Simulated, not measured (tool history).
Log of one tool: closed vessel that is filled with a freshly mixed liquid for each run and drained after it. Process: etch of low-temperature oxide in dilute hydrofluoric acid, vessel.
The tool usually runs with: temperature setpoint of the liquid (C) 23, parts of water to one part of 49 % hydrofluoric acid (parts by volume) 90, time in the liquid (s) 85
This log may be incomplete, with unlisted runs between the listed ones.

run    hour  temperature setpoint of the liquid (C)  parts of water to one part of 49 % hydrofluoric acid (parts by volume)  time in the liquid (s)  read-back film thickness of the low-temperature oxide reference wafer, read on the same gauge (nm)  thickness taken off the low-temperature oxide on a monitor wafer (nm)
  1       0                                      23                                                                      90                      85                                                                                                  50                                                                  21.41
  2    37.7                                      23                                                                      90                      85                                                                                               49.99                                                                  21.48
  3    97.1                                      23                                                                      90                      85                                                                                                  50                                                                  21.42
  4     159                                      23                                                                      90                      85                                                                                               50.01                                                                  21.65
  5   197.8                                      23                                                                      90                      85                                                                                               49.99                                                                  21.48
  6   264.9                                      21                                                                      90                      85                                                                                               49.99                                                                  19.69
  7   321.2                                      21                                                                      90                      85                                                                                                  50                                                                  19.85
      357.3  -- thermometer replaced
  8   358.1                                      23                                                                     105                      85                                                                                               50.01                                                                  18.31
  9   424.6                                      23                                                                     105                      85                                                                                                  50                                                                   17.9
 10   563.6                                      23                                                                      90                      85                                                                                               50.01                                                                  21.48
 11   625.7                                      23                                                                      90                      85                                                                                               50.01                                                                  21.69
 12   730.1                                      23                                                                      90                      85                                                                                                  50                                                                  21.45
 13   797.3                                      23                                                                      90                     115                                                                                               50.01                                                                  29.18
 14   840.5                                      23                                                                      65                      50                                                                                               50.01                                                                  18.08
 15   869.3                                    18.5                                                                     115                      55                                                                                                  50                                                                   8.75
      991.9  -- thermometer replaced
     1014.6  -- gauge calibrated
 16  1032.2                                      19                                                                      90                      85                                                                                                  50                                                                  18.17
 17  1075.2                                      23                                                                      90                      60                                                                                               50.01                                                                  15.27
 18  1111.6                                      23                                                                      90                      85                                                                                                  50                                                                  21.43
     1116.2  -- hydrofluoric acid flow meter replaced
 19  1146.4                                      19                                                                     135                      70                                                                                               50.01                                                                   9.49
 20  1210.3                                    26.5                                                                      65                      40                                                                                                  50                                                                  16.65
 21  1275.5                                    24.5                                                                      90                      85                                                                                               49.99                                                                  22.67
 22  1309.4                                      23                                                                      90                      85                                                                                               49.99                                                                  21.44
 23  1363.2                                      23                                                                      90                      85                                                                                               49.99                                                                   21.4
 24  1409.9                                      26                                                                     135                      55                                                                                               49.99                                                                   9.74
 25  1436.5                                      23                                                                      90                      70                                                                                               50.01                                                                  17.56
 26  1485.9                                      23                                                                      55                      65                                                                                               49.99                                                                  27.78

The tool's hidden state at each run:
liquid colder than its thermometer reads (K): 0 across all the runs
hydrofluoric acid flow above the setpoint (%): 0 across all the runs
gauge reads high (%): 0 across all the runs
